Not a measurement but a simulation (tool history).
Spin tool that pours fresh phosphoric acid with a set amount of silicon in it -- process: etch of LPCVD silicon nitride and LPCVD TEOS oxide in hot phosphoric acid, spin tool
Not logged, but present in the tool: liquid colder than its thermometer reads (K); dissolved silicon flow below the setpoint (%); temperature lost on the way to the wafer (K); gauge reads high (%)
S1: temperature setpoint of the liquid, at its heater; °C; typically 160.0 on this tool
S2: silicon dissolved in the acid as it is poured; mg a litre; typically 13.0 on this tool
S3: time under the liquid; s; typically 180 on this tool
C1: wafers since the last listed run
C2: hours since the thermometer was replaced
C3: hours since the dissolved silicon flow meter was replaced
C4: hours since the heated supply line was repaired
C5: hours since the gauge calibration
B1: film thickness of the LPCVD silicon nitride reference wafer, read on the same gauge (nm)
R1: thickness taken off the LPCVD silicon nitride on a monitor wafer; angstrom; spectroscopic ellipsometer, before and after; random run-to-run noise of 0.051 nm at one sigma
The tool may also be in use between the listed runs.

run,hour,S1,S2,S3,C1,C2,C3,C4,C5,B1,R1
1,0.0,160.0,13.0,180,0,813.8,607.6,2366.7,462.3,50.02,152.4
2,36.4,160.0,13.0,180,331,850.2,644.0,2403.1,498.7,50.05,153.3
3,93.8,160.0,13.0,120,522,907.6,701.4,2460.5,556.1,50.00,102.3
4,139.0,160.0,13.0,230,411,952.8,746.6,2505.7,601.3,50.02,195.9
5,175.9,160.0,13.0,230,335,989.7,783.5,2542.6,638.2,50.03,194.3
6,247.5,160.0,13.0,180,651,1061.3,855.1,2614.2,709.8,50.01,150.9
7,274.6,160.0,13.0,180,246,1088.4,882.2,2641.3,736.9,50.04,152.4
8,344.0,160.0,13.0,180,631,1157.8,951.6,2710.7,806.3,50.07,151.0
9,382.6,160.0,13.0,180,351,1196.4,990.2,2749.3,844.9,49.96,151.6
10,428.1,160.0,13.0,245,413,1241.9,1035.7,2794.8,890.4,50.02,205.6
11,491.3,161.5,13.0,180,574,1305.1,1098.9,2858.0,953.6,50.03,158.1
# hour 511.2: gauge calibrated
12,553.2,160.0,13.0,180,563,1367.0,1160.8,2919.9,42.0,50.01,150.3
13,604.2,162.0,18.5,150,463,1418.0,1211.8,2970.9,93.0,50.01,133.9
# hour 621.3: thermometer replaced
14,633.2,163.0,13.0,80,254,11.9,1240.8,2999.9,122.0,49.98,78.6

For run 15, what comes out?
# hour 636.0: heated supply line repaired
15,677.5,160.0,13.0,180,393,56.2,1285.1,41.5,166.3,?,?

B1: 50.06
R1: 159.1 angstrom
Take away the tool's hidden state, keep the run-to-run variation as it was, and the same run would have given R1 160.5 angstrom.
